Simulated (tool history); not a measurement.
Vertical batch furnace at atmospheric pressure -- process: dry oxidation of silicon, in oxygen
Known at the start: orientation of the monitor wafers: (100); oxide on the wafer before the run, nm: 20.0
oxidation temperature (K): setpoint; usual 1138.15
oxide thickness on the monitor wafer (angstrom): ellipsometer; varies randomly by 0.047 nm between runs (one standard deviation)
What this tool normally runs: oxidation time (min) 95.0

| run | hour | oxidation temperature (K) | oxidation time (min) | read-back reference wafer on the same gauge, thickness | oxide thickness on the monitor wafer (angstrom) |
|---|---|---|---|---|---|
| 1 | 0.0 | 1147.15 | 129.5 | 33.41 | 368.1 |
| 2 | 87.5 | 1147.15 | 129.5 | 33.39 | 367.7 |
| 3 | 191.9 | 1151.15 | 121.0 | 33.39 | 368.0 |
| 4 | 255.2 | 1151.15 | 121.0 | 33.42 | 367.8 |
| 5 | 299.4 | 1138.15 | 95.0 | 33.40 | 315.7 |
| 6 | 373.6 | 1138.15 | 124.5 | 33.39 | 343.6 |
| 7 | 429.4 | 1138.15 | 124.5 | 33.41 | 344.7 |
| 8 | 536.0 | 1138.15 | 95.0 | 33.42 | 315.6 |
| 9 | 637.0 | 1138.15 | 95.0 | 33.40 | 315.8 |
| 10 | 723.1 | 1138.15 | 95.0 | 33.39 | 314.3 |
|  | 814.1 | boat lift adjusted |
| 11 | 821.6 | 1129.15 | 95.0 | 33.41 | 306.1 |
| 12 | 871.5 | 1138.15 | 95.0 | 33.41 | 319.8 |
| 13 | 970.6 | 1115.15 | 111.5 | 33.40 | 299.9 |
|  | 977.9 | gauge calibrated |
| 14 | 1019.4 | 1138.15 | 95.0 | 33.41 | 320.7 |
| 15 | 1070.9 | 1125.15 | 132.5 | 33.40 | 332.1 |
| 16 | 1123.6 | 1147.15 | 132.5 | 33.41 | 380.4 |
|  | 1149.6 | thermocouples replaced and temperature profile calibrated |
| 17 | 1197.6 | 1162.15 | 65.5 | 33.40 | 318.7 |
| 18 | 1256.6 | 1126.15 | 115.5 | 33.42 | 316.4 |
| 19 | 1357.8 | 1116.15 | 125.0 | 33.39 | 309.5 |
| 20 | 1446.9 | 1151.15 | 126.0 | 33.41 | 378.2 |
| 21 | 1507.5 | 1114.15 | 133.0 | 33.41 | 312.9 |
| 22 | 1596.5 | 1138.15 | 95.0 | 33.41 | 318.9 |
| 23 | 1654.5 | 1116.15 | 125.0 | 33.40 | 310.0 |
| 24 | 1757.8 | 1138.15 | 141.0 | 33.39 | 365.8 |
| 25 | 1812.2 | 1162.15 | 65.5 | 33.38 | 321.3 |

Predict each of these 4 candidate next runs independently; none follows another, all start after run 25:
| A | 1816.7 | 1157.15 | 95.0 | ? | ? |
| B | 1816.7 | 1114.15 | 59.0 | ? | ? |
| C | 1816.7 | 1160.15 | 133.0 | ? | ? |
| D | 1816.7 | 1160.15 | 68.0 | ? | ? |

| run | read-back reference wafer on the same gauge, thickness | oxide thickness on the monitor wafer (angstrom) |
|---|---|---|
| A | 33.39 | 355.0 |
| B | 33.39 | 259.4 |
| C | 33.39 | 414.7 |
| D | 33.39 | 321.9 |
Without the tool's unlogged condition, the same runs would have read:
| run | oxide thickness on the monitor wafer (angstrom) |
|---|---|
| A | 350.0 |
| B | 257.6 |
| C | 407.8 |
| D | 318.1 |
